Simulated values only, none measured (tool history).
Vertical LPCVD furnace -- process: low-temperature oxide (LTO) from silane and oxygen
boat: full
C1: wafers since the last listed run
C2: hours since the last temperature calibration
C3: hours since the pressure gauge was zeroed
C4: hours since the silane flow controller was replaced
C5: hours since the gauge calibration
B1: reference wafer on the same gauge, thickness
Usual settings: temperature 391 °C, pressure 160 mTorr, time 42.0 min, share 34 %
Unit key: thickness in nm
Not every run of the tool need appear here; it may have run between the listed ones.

Run 1, hour 0.0: usual settings; C1 0; C2 3708.5; C3 4472.6; C4 5449.2; C5 156.4; B1 240.84. Result: thickness 221.39 nm.
Run 2, hour 18.7: usual settings but share 29 %; C1 198; C2 3727.2; C3 4491.3; C4 5467.9; C5 175.1; B1 240.98. Result: thickness 176.08 nm.
Run 3, hour 30.8: usual settings but share 29 %; C1 128; C2 3739.3; C3 4503.4; C4 5480.0; C5 187.2; B1 241.01. Result: thickness 176.10 nm.
Run 4, hour 44.7: usual settings but share 29 %; C1 147; C2 3753.2; C3 4517.3; C4 5493.9; C5 201.1; B1 241.10. Result: thickness 175.45 nm.
Run 5, hour 58.7: usual settings but temperature 394 °C, share 36 %; C1 148; C2 3767.2; C3 4531.3; C4 5507.9; C5 215.1; B1 241.12. Result: thickness 246.55 nm.
Run 6, hour 79.0: usual settings; C1 215; C2 3787.5; C3 4551.6; C4 5528.2; C5 235.4; B1 240.90. Result: thickness 221.10 nm.
At hour 113.6: pressure gauge zeroed.
Run 7, hour 114.1: usual settings; C1 117; C2 3822.6; C3 0.5; C4 5563.3; C5 270.5; B1 241.12. Result: thickness 221.80 nm.
Run 8, hour 119.5: usual settings; C1 57; C2 3828.0; C3 5.9; C4 5568.7; C5 275.9; B1 240.99. Result: thickness 221.66 nm.
Run 9, hour 143.6: usual settings; C1 255; C2 3852.1; C3 30.0; C4 5592.8; C5 300.0; B1 240.81. Result: thickness 221.75 nm.
At hour 171.3: thermocouples replaced and temperature profile calibrated.
Run 10, hour 171.8: usual settings; C1 44; C2 0.5; C3 58.2; C4 5621.0; C5 328.2; B1 241.07. Result: thickness 210.14 nm.
Run 11, hour 177.2: usual settings; C1 57; C2 5.9; C3 63.6; C4 5626.4; C5 333.6; B1 241.01. Result: thickness 210.02 nm.
Run 12, hour 182.5: usual settings but time 26.5 min, share 37 %; C1 56; C2 11.2; C3 68.9; C4 5631.7; C5 338.9; B1 240.97. Result: thickness 148.35 nm.
At hour 185.6: gauge calibrated.
Run 13, hour 192.0: usual settings but share 38 %; C1 100; C2 20.7; C3 78.4; C4 5641.2; C5 6.4; B1 241.20. Result: thickness 243.73 nm.
Run 14, hour 208.8: usual settings but temperature 382 °C; C1 178; C2 37.5; C3 95.2; C4 5658.0; C5 23.2; B1 240.79. Result: thickness 188.22 nm.
At hour 243.9: silane flow controller replaced.
Run 15, hour 244.4: usual settings but time 53.5 min, share 36 %; C1 123; C2 73.1; C3 130.8; C4 0.5; C5 58.8; B1 240.91. Result: thickness 289.16 nm.
Run 16, hour 249.8: usual settings but time 25.5 min; C1 57; C2 78.5; C3 136.2; C4 5.9; C5 64.2; B1 241.02. Result: thickness 127.53 nm.
Run 17, hour 265.3: usual settings but temperature 399 °C, pressure 130 mTorr, time 36.5 min; C1 164; C2 94.0; C3 151.7; C4 21.4; C5 79.7; B1 240.97. Result: thickness 162.79 nm.
Run 18, hour 283.2: usual settings but temperature 398 °C, pressure 140 mTorr, time 58.5 min, share 39 %; C1 190; C2 111.9; C3 169.6; C4 39.3; C5 97.6; B1 240.87. Result: thickness 333.61 nm.
Run 19, hour 295.7: usual settings but pressure 180 mTorr; C1 132; C2 124.4; C3 182.1; C4 51.8; C5 110.1; B1 240.94. Result: thickness 236.95 nm.
Run 20, hour 309.5: usual settings but temperature 394 °C, share 36 %; C1 146; C2 138.2; C3 195.9; C4 65.6; C5 123.9; B1 241.08. Result: thickness 234.66 nm.
Run 21, hour 323.6: usual settings; C1 149; C2 152.3; C3 210.0; C4 79.7; C5 138.0; B1 240.98. Result: thickness 210.40 nm.
Run 22, hour 344.4: usual settings but share 32 %; C1 220; C2 173.1; C3 230.8; C4 100.5; C5 158.8; B1 240.86. Result: thickness 193.35 nm.
Run 23, hour 354.2: usual settings but time 55.0 min, share 36 %; C1 104; C2 182.9; C3 240.6; C4 110.3; C5 168.6; B1 241.11. Result: thickness 297.89 nm.

Some steps in thickness, run to run, broken into two amounts with sign: the step expected even without the hidden condition (settings, incoming material, random variation), and the rest, left for the hidden condition together with whatever gauge scatter is not in both the measured and the hidden-condition-free result:
Hidden conditions of the tool in this case: true tube temperature minus thermocouple reading, K; true pressure minus gauge reading, mTorr; deviation of the silane flow from its setpoint, %; gauge reads high (%).
Run 4 -> 5: temperature 391 -> 394, share 29 -> 36. thickness +71.10 nm: hidden state +3.10, all else +68.00.
Run 9 -> 10: thermocouples replaced and temperature profile calibrated. thickness -11.61 nm: hidden state -11.63, all else +0.02.
Run 15 -> 16: time 53.5 -> 25.5, share 36 -> 34. thickness -161.63 nm: hidden state -0.39, all else -161.24.
Run 17 -> 18: temperature 399 -> 398, pressure 130 -> 140, time 36.5 -> 58.5, share 34 -> 39. thickness +170.82 nm: hidden state +0.51, all else +170.31.
